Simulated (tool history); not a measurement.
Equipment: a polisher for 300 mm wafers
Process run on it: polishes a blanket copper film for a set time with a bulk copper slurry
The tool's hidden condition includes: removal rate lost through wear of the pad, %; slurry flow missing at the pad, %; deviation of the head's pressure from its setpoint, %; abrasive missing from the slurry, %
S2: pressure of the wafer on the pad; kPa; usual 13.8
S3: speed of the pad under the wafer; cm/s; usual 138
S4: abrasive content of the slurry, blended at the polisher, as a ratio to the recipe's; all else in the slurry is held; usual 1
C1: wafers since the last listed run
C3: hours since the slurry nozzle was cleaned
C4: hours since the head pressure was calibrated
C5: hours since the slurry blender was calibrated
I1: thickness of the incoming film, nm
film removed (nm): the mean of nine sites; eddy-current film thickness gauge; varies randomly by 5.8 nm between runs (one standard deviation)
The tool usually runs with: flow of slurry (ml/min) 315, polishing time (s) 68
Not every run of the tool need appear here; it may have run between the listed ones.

Run 1, hour 0: usual settings but polishing time (s) 79; C1 0; wafers polished on this pad 1572; C3 283.5; C4 303; C5 264; I1 4275.1. Result: film removed (nm) 780.
Run 2, hour 44.3: usual settings but polishing time (s) 79; C1 323; wafers polished on this pad 1896; C3 327.8; C4 347.3; C5 308.3; I1 4294.6. Result: film removed (nm) 802.4.
At hour 65.1: head pressure recalibrated.
At hour 83.7: worn pad replaced by a new one.
At hour 88.6: slurry blender recalibrated.
Run 3, hour 101: usual settings but polishing time (s) 79; C1 356; wafers polished on this pad 111; C3 384.5; C4 35.9; C5 12.4; I1 4256.4. Result: film removed (nm) 829.3.
Run 4, hour 128.3: usual settings but flow of slurry (ml/min) 385; C1 199; wafers polished on this pad 311; C3 411.8; C4 63.2; C5 39.7; I1 4322.4. Result: film removed (nm) 717.2.
Run 5, hour 193: usual settings but flow of slurry (ml/min) 385; C1 473; wafers polished on this pad 784; C3 476.5; C4 127.9; C5 104.4; I1 4367. Result: film removed (nm) 706.4.
At hour 342: slurry nozzle cleaned.
At hour 373.4: head pressure recalibrated.
Run 6, hour 373.9: usual settings but S4 0.9; C1 1300; wafers polished on this pad 2084; C3 31.9; C4 0.5; C5 285.3; I1 4305.4. Result: film removed (nm) 618.9.
At hour 431.6: worn pad replaced by a new one.
At hour 472.1: slurry blender recalibrated.
Run 7, hour 551.5: usual settings but S4 0.9; C1 1254; wafers polished on this pad 861; C3 209.5; C4 178.1; C5 79.4; I1 4213.2. Result: film removed (nm) 674.5.
Run 8, hour 603.8: usual settings but S4 0.9; C1 382; wafers polished on this pad 1244; C3 261.8; C4 230.4; C5 131.7; I1 4280.1. Result: film removed (nm) 680.6.
Run 9, hour 643: usual settings; C1 286; wafers polished on this pad 1530; C3 301; C4 269.6; C5 170.9; I1 4234.5. Result: film removed (nm) 681.8.
Run 10, hour 725.5: usual settings; C1 603; wafers polished on this pad 2134; C3 383.5; C4 352.1; C5 253.4; I1 4275.1. Result: film removed (nm) 698.7.
At hour 737.7: head pressure recalibrated.
Run 11, hour 753.5: usual settings; C1 190; wafers polished on this pad 2324; C3 411.5; C4 15.8; C5 281.4; I1 4261.4. Result: film removed (nm) 636.1.
At hour 807.7: slurry blender recalibrated.
At hour 829.2: worn pad replaced by a new one.
Run 12, hour 956.4: usual settings; C1 1439; wafers polished on this pad 930; C3 614.4; C4 218.7; C5 148.7; I1 4235.1. Result: film removed (nm) 680.
Run 13, hour 994.7: usual settings; C1 280; wafers polished on this pad 1210; C3 652.7; C4 257; C5 187; I1 4231.6. Result: film removed (nm) 683.9.
At hour 1022.2: slurry nozzle cleaned.
At hour 1035.3: head pressure recalibrated.
Run 14, hour 1055.7: usual settings but flow of slurry (ml/min) 375, S2 12.4 kPa, S4 1.1, polishing time (s) 53; C1 424; wafers polished on this pad 1634; C3 33.5; C4 20.4; C5 248; I1 4263.8. Result: film removed (nm) 461.1.
Run 15, hour 1085.3: usual settings but S2 11.7 kPa, polishing time (s) 59; C1 216; wafers polished on this pad 1850; C3 63.1; C4 50; C5 277.6; I1 4251. Result: film removed (nm) 471.4.
At hour 1124.2: slurry blender recalibrated.
Run 16, hour 1153.3: usual settings but flow of slurry (ml/min) 280, S2 10.3 kPa, polishing time (s) 57; C1 482; wafers polished on this pad 2333; C3 131.1; C4 118; C5 29.1; I1 4220.8. Result: film removed (nm) 435.5.
Run 17, hour 1201.5: usual settings; C1 352; wafers polished on this pad 2685; C3 179.3; C4 166.2; C5 77.3; I1 4323. Result: film removed (nm) 693.8.
At hour 1205.6: worn pad replaced by a new one.
Run 18, hour 1246.8: usual settings but flow of slurry (ml/min) 255, S2 17.9 kPa, S3 186 cm/s, S4 0.8; C1 301; wafers polished on this pad 301; C3 224.6; C4 211.5; C5 122.6; I1 4244.1. Result: film removed (nm) 1069.
Run 19, hour 1304: usual settings but S2 17.2 kPa, polishing time (s) 74; C1 418; wafers polished on this pad 719; C3 281.8; C4 268.7; C5 179.8; I1 4352.8. Result: film removed (nm) 922.9.
At hour 1347.2: head pressure recalibrated.
Run 20, hour 1368.7: usual settings but flow of slurry (ml/min) 410; C1 458; wafers polished on this pad 1178; C3 346.5; C4 21.5; C5 244.5; I1 4227.9. Result: film removed (nm) 640.6.
Run 21, hour 1422.8: usual settings but flow of slurry (ml/min) 410, S3 96 cm/s, polishing time (s) 84; C1 395; wafers polished on this pad 1573; C3 400.6; C4 75.6; C5 298.6; I1 4273.8. Result: film removed (nm) 585.6.
At hour 1456.6: slurry blender recalibrated.
Run 22, hour 1479: usual settings but flow of slurry (ml/min) 250, S2 9 kPa, S3 156 cm/s, polishing time (s) 89; C1 396; wafers polished on this pad 1969; C3 456.8; C4 131.8; C5 22.4; I1 4309.2. Result: film removed (nm) 673.1.
Run 23, hour 1532.7: usual settings but flow of slurry (ml/min) 375, S2 12.4 kPa, S4 1.1, polishing time (s) 53; C1 392; wafers polished on this pad 2362; C3 510.5; C4 185.5; C5 76.1; I1 4235.6. Result: film removed (nm) 511.8.
At hour 1579.5: worn pad replaced by a new one.
Run 24, hour 1600.5: usual settings but polishing time (s) 91; C1 466; wafers polished on this pad 153; C3 578.3; C4 253.3; C5 143.9; I1 4242.5. Result: film removed (nm) 955.7.
At hour 1646.5: slurry nozzle cleaned.
Run 25, hour 1654.8: usual settings but S2 17.9 kPa, S3 170 cm/s, S4 0.9, polishing time (s) 45; C1 389; wafers polished on this pad 542; C3 8.3; C4 307.6; C5 198.2; I1 4188. Result: film removed (nm) 712.2.
Run 26, hour 1687.7: usual settings but S2 9.7 kPa, S3 104 cm/s; C1 240; wafers polished on this pad 783; C3 41.2; C4 340.5; C5 231.1; I1 4321.5. Result: film removed (nm) 398.9.
At hour 1712.8: head pressure recalibrated.
Run 27, hour 1741.5: usual settings; C1 378; wafers polished on this pad 1162; C3 95; C4 28.7; C5 284.9; I1 4258.4. Result: film removed (nm) 638.1.

Across each entry between runs, compare the hidden state at the last listed run before it with the hidden state at the first listed run after it:
From run 2 to run 3: head pressure recalibrated (hour 65.1); worn pad replaced by a new one (hour 83.7); slurry blender recalibrated (hour 88.6)
  deviation of the head's pressure from its setpoint, %: 10 -> 2.79; abrasive missing from the slurry, %: 38.1 -> 6.03
  difference, measured minus the result without the unlogged condition, film removed (nm): -7.9 -> +11.2
From run 5 to run 6: slurry nozzle cleaned (hour 342); head pressure recalibrated (hour 373.4)
  deviation of the head's pressure from its setpoint, %: 5.37 -> -0.325; abrasive missing from the slurry, %: 24.1 -> 36
  difference, measured minus the result without the unlogged condition, film removed (nm): -6.4 -> -65.2
From run 6 to run 7: worn pad replaced by a new one (hour 431.6); slurry blender recalibrated (hour 472.1)
  deviation of the head's pressure from its setpoint, %: -0.325 -> 4.65; abrasive missing from the slurry, %: 36 -> 19.6
  difference, measured minus the result without the unlogged condition, film removed (nm): -65.2 -> -1.5
From run 10 to run 11: head pressure recalibrated (hour 737.7)
  deviation of the head's pressure from its setpoint, %: 9.52 -> -0.447; abrasive missing from the slurry, %: 34 -> 34.9
  difference, measured minus the result without the unlogged condition, film removed (nm): -0.5 -> -66.2
From run 11 to run 12: slurry blender recalibrated (hour 807.7); worn pad replaced by a new one (hour 829.2)
  deviation of the head's pressure from its setpoint, %: -0.447 -> 5.23; abrasive missing from the slurry, %: 34.9 -> 30.2
  difference, measured minus the result without the unlogged condition, film removed (nm): -66.2 -> -19.6
From run 13 to run 14: slurry nozzle cleaned (hour 1022.2); head pressure recalibrated (hour 1035.3)
  deviation of the head's pressure from its setpoint, %: 6.3 -> 1.11; abrasive missing from the slurry, %: 33.1 -> 36.1
  difference, measured minus the result without the unlogged condition, film removed (nm): -19.1 -> -42.7
From run 15 to run 16: slurry blender recalibrated (hour 1124.2)
  deviation of the head's pressure from its setpoint, %: 1.94 -> 3.84; abrasive missing from the slurry, %: 37.1 -> 15.5
  difference, measured minus the result without the unlogged condition, film removed (nm): -40.7 -> +0.1
From run 17 to run 18: worn pad replaced by a new one (hour 1205.6)
  deviation of the head's pressure from its setpoint, %: 5.19 -> 6.46; abrasive missing from the slurry, %: 25.3 -> 31.4
  difference, measured minus the result without the unlogged condition, film removed (nm): -9.6 -> -19.5
From run 19 to run 20: head pressure recalibrated (hour 1347.2)
  deviation of the head's pressure from its setpoint, %: 8.06 -> 2.03; abrasive missing from the slurry, %: 36.4 -> 39.7
  difference, measured minus the result without the unlogged condition, film removed (nm): -20.5 -> -61.1
From run 21 to run 22: slurry blender recalibrated (hour 1456.6)
  deviation of the head's pressure from its setpoint, %: 3.55 -> 5.12; abrasive missing from the slurry, %: 41.4 -> 7.62
  difference, measured minus the result without the unlogged condition, film removed (nm): -50.3 -> +21.4
From run 23 to run 24: worn pad replaced by a new one (hour 1579.5)
  deviation of the head's pressure from its setpoint, %: 6.62 -> 8.52; abrasive missing from the slurry, %: 18.9 -> 27.3
  difference, measured minus the result without the unlogged condition, film removed (nm): +8.7 -> +10.6
From run 24 to run 25: slurry nozzle cleaned (hour 1646.5)
  deviation of the head's pressure from its setpoint, %: 8.52 -> 10; abrasive missing from the slurry, %: 27.3 -> 31.3
  difference, measured minus the result without the unlogged condition, film removed (nm): +10.6 -> +9.8
From run 26 to run 27: head pressure recalibrated (hour 1712.8)
  deviation of the head's pressure from its setpoint, %: 11 -> 0.989; abrasive missing from the slurry, %: 33 -> 34.8
  difference, measured minus the result without the unlogged condition, film removed (nm): +6.3 -> -56.3

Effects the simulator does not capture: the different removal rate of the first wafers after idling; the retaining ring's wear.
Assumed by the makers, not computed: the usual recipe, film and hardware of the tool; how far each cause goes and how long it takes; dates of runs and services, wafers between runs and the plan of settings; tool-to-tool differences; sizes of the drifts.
